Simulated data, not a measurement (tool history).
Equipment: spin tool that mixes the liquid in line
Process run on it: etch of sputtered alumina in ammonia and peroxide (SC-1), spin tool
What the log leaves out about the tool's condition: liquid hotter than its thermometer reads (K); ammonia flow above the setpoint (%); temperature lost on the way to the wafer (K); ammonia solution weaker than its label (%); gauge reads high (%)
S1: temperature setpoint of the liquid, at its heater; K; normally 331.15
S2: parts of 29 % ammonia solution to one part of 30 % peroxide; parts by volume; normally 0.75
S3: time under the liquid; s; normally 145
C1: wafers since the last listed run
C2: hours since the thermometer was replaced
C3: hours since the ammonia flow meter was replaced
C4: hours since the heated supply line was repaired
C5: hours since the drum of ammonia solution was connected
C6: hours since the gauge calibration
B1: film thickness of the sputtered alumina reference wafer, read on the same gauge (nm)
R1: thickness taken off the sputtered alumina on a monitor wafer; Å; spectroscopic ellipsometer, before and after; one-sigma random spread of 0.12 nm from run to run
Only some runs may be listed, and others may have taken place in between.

run	hour	S1	S2	S3	C1	C2	C3	C4	C5	C6	B1	R1
1	0.0	331.15	0.75	145	0	1828.6	677.7	1427.0	300.9	1054.7	41.35	159.7
2	17.9	331.15	0.75	145	142	1846.5	695.6	1444.9	318.8	1072.6	41.37	161.3
3	79.8	331.15	0.75	145	494	1908.4	757.5	1506.8	380.7	1134.5	41.40	161.5
4	99.7	331.15	0.75	145	158	1928.3	777.4	1526.7	400.6	1154.4	41.41	160.8
5	130.6	337.65	0.75	145	246	1959.2	808.3	1557.6	431.5	1185.3	41.44	227.5
6	159.2	325.15	0.75	145	228	1987.8	836.9	1586.2	460.1	1213.9	41.49	116.7
# hour 160.8: gauge calibrated
# hour 175.2: new drum of ammonia solution connected
7	189.8	331.15	0.55	80	236	2018.4	867.5	1616.8	14.6	29.0	40.18	83.9
8	203.5	331.15	0.75	145	109	2032.1	881.2	1630.5	28.3	42.7	40.20	155.9
9	226.2	337.15	0.45	190	181	2054.8	903.9	1653.2	51.0	65.4	40.25	264.9
# hour 245.0: heated supply line repaired
10	252.3	339.65	0.35	190	200	2080.9	930.0	7.3	77.1	91.5	40.27	291.8
11	271.7	331.15	0.75	145	154	2100.3	949.4	26.7	96.5	110.9	40.26	157.5
12	290.0	336.15	0.75	190	146	2118.6	967.7	45.0	114.8	129.2	40.29	266.5
13	392.9	324.65	0.45	210	821	2221.5	1070.6	147.9	217.7	232.1	40.44	153.1
# hour 411.0: ammonia flow meter replaced
14	411.5	331.15	0.75	145	140	2240.1	0.5	166.5	236.3	250.7	40.44	156.0
15	445.7	321.65	0.85	145	273	2274.3	34.7	200.7	270.5	284.9	40.49	95.5
# hour 462.9: thermometer replaced
16	463.5	324.15	0.45	65	134	0.6	52.5	218.5	288.3	302.7	40.52	46.2
17	496.0	331.15	0.75	145	259	33.1	85.0	251.0	320.8	335.2	40.52	159.2
18	513.7	331.15	0.75	80	141	50.8	102.7	268.7	338.5	352.9	40.54	87.3
19	530.0	328.15	0.40	145	130	67.1	119.0	285.0	354.8	369.2	40.60	127.3
20	553.1	324.65	0.60	120	184	90.2	142.1	308.1	377.9	392.3	40.60	90.3
21	646.1	331.15	0.45	145	742	183.2	235.1	401.1	470.9	485.3	40.73	149.9
# hour 697.0: new drum of ammonia solution connected
22	722.0	331.15	0.75	145	598	259.1	311.0	477.0	25.0	561.2	40.81	159.8
23	746.1	331.15	0.75	190	192	283.2	335.1	501.1	49.1	585.3	40.84	206.9
24	795.9	331.15	0.75	145	397	333.0	384.9	550.9	98.9	635.1	40.87	157.3

5 ways to go on from here, each from the tool as it stands after run 24. What would each give?
A	796.4	331.15	0.75	85	3	333.5	385.4	551.4	99.4	635.6	?	?
B	796.4	331.15	0.40	145	3	333.5	385.4	551.4	99.4	635.6	?	?
C	796.4	339.65	0.50	230	3	333.5	385.4	551.4	99.4	635.6	?	?
D	796.4	321.65	0.65	115	3	333.5	385.4	551.4	99.4	635.6	?	?
E	796.4	339.15	1.10	100	3	333.5	385.4	551.4	99.4	635.6	?	?

run	B1	R1
A	40.88	93.4
B	40.88	150.1
C	40.88	373.7
D	40.88	74.8
E	40.88	170.8
Without the tool's unlogged condition, the same runs would have read:
run	R1
A	91.4
B	146.9
C	365.7
D	73.2
E	167.1

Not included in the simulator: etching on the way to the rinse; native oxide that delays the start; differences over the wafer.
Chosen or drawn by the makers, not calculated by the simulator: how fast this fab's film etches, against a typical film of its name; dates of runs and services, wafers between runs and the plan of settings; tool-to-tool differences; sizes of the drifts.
